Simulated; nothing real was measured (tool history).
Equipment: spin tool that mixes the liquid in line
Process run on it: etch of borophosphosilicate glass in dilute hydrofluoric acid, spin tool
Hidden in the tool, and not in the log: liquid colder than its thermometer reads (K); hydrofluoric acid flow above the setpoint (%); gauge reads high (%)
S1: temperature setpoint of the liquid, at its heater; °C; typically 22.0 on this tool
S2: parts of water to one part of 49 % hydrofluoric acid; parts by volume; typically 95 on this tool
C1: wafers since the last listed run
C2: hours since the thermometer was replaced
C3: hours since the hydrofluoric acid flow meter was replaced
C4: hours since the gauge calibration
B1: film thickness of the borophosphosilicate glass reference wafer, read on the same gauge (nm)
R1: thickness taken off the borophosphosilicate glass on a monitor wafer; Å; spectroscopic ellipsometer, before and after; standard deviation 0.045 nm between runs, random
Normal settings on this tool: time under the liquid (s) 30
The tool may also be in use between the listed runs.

{"run": 1, "hour": 0.0, "S1": 22.0, "S2": 95, "time under the liquid (s)": 30, "C1": 0, "C2": 866.1, "C3": 1011.9, "C4": 139.3, "B1": 80.02, "R1": 106.9}
{"run": 2, "hour": 58.1, "S1": 22.0, "S2": 95, "time under the liquid (s)": 30, "C1": 582, "C2": 924.2, "C3": 1070.0, "C4": 197.4, "B1": 80.02, "R1": 108.6}
{"run": 3, "hour": 126.8, "S1": 22.0, "S2": 95, "time under the liquid (s)": 30, "C1": 688, "C2": 992.9, "C3": 1138.7, "C4": 266.1, "B1": 80.03, "R1": 109.4}
{"run": 4, "hour": 197.9, "S1": 22.0, "S2": 95, "time under the liquid (s)": 30, "C1": 712, "C2": 1064.0, "C3": 1209.8, "C4": 337.2, "B1": 80.0, "R1": 108.5}
{"run": 5, "hour": 234.7, "S1": 22.0, "S2": 95, "time under the liquid (s)": 30, "C1": 368, "C2": 1100.8, "C3": 1246.6, "C4": 374.0, "B1": 79.96, "R1": 108.0}
{"run": 6, "hour": 266.9, "S1": 22.0, "S2": 95, "time under the liquid (s)": 30, "C1": 322, "C2": 1133.0, "C3": 1278.8, "C4": 406.2, "B1": 79.96, "R1": 108.5}
{"run": 7, "hour": 303.7, "S1": 22.0, "S2": 95, "time under the liquid (s)": 30, "C1": 368, "C2": 1169.8, "C3": 1315.6, "C4": 443.0, "B1": 79.97, "R1": 109.2}
{"run": 8, "hour": 351.4, "S1": 22.0, "S2": 80, "time under the liquid (s)": 35, "C1": 478, "C2": 1217.5, "C3": 1363.3, "C4": 490.7, "B1": 79.99, "R1": 154.2}
{"run": 9, "hour": 391.5, "S1": 22.0, "S2": 80, "time under the liquid (s)": 35, "C1": 401, "C2": 1257.6, "C3": 1403.4, "C4": 530.8, "B1": 80.0, "R1": 154.3}
{"run": 10, "hour": 546.6, "S1": 22.0, "S2": 80, "time under the liquid (s)": 35, "C1": 1554, "C2": 1412.7, "C3": 1558.5, "C4": 685.9, "B1": 79.95, "R1": 156.1}
{"hour": 572.6, "done": "hydrofluoric acid flow meter replaced"}
{"run": 11, "hour": 604.3, "S1": 22.0, "S2": 95, "time under the liquid (s)": 30, "C1": 568, "C2": 1470.4, "C3": 31.7, "C4": 743.6, "B1": 80.01, "R1": 103.7}
{"run": 12, "hour": 653.0, "S1": 17.0, "S2": 115, "time under the liquid (s)": 15, "C1": 488, "C2": 1519.1, "C3": 80.4, "C4": 792.3, "B1": 79.99, "R1": 34.3}
{"hour": 760.4, "done": "thermometer replaced"}
{"hour": 777.3, "done": "gauge calibrated"}
{"run": 13, "hour": 835.1, "S1": 22.0, "S2": 95, "time under the liquid (s)": 30, "C1": 1815, "C2": 74.7, "C3": 262.5, "C4": 57.8, "B1": 80.03, "R1": 105.0}
{"run": 14, "hour": 881.5, "S1": 22.0, "S2": 95, "time under the liquid (s)": 30, "C1": 465, "C2": 121.1, "C3": 308.9, "C4": 104.2, "B1": 80.05, "R1": 106.0}
{"run": 15, "hour": 923.0, "S1": 22.0, "S2": 95, "time under the liquid (s)": 30, "C1": 415, "C2": 162.6, "C3": 350.4, "C4": 145.7, "B1": 80.0, "R1": 106.4}
{"run": 16, "hour": 978.9, "S1": 26.0, "S2": 80, "time under the liquid (s)": 50, "C1": 560, "C2": 218.5, "C3": 406.3, "C4": 201.6, "B1": 79.95, "R1": 250.9}
{"run": 17, "hour": 1027.2, "S1": 25.5, "S2": 95, "time under the liquid (s)": 30, "C1": 484, "C2": 266.8, "C3": 454.6, "C4": 249.9, "B1": 80.01, "R1": 122.5}
{"run": 18, "hour": 1066.3, "S1": 19.5, "S2": 65, "time under the liquid (s)": 35, "C1": 391, "C2": 305.9, "C3": 493.7, "C4": 289.0, "B1": 80.04, "R1": 168.8}
{"run": 19, "hour": 1119.4, "S1": 17.5, "S2": 120, "time under the liquid (s)": 15, "C1": 532, "C2": 359.0, "C3": 546.8, "C4": 342.1, "B1": 80.01, "R1": 34.3}
{"run": 20, "hour": 1154.7, "S1": 23.5, "S2": 110, "time under the liquid (s)": 20, "C1": 353, "C2": 394.3, "C3": 582.1, "C4": 377.4, "B1": 80.0, "R1": 63.8}
{"run": 21, "hour": 1216.4, "S1": 22.0, "S2": 95, "time under the liquid (s)": 30, "C1": 618, "C2": 456.0, "C3": 643.8, "C4": 439.1, "B1": 80.02, "R1": 107.6}
{"run": 22, "hour": 1243.4, "S1": 22.0, "S2": 140, "time under the liquid (s)": 30, "C1": 270, "C2": 483.0, "C3": 670.8, "C4": 466.1, "B1": 80.02, "R1": 69.5}

Below are 3 alternative next runs, each starting from the tool's condition after run 22. Predict each:
{"run": "A", "hour": 1243.8, "S1": 22.0, "S2": 95, "time under the liquid (s)": 20, "C1": 4, "C2": 483.4, "C3": 671.2, "C4": 466.5, "B1": "?", "R1": "?"}
{"run": "B", "hour": 1243.8, "S1": 25.5, "S2": 110, "time under the liquid (s)": 20, "C1": 4, "C2": 483.4, "C3": 671.2, "C4": 466.5, "B1": "?", "R1": "?"}
{"run": "C", "hour": 1243.8, "S1": 20.0, "S2": 125, "time under the liquid (s)": 45, "C1": 4, "C2": 483.4, "C3": 671.2, "C4": 466.5, "B1": "?", "R1": "?"}

run=A B1=79.96 R1=71.2
run=B B1=79.96 R1=69.4
run=C B1=79.96 R1=108.6
Without the tool's hidden state the same runs would have given:
run=A R1=67.7
run=B R1=65.9
run=C R1=103.2

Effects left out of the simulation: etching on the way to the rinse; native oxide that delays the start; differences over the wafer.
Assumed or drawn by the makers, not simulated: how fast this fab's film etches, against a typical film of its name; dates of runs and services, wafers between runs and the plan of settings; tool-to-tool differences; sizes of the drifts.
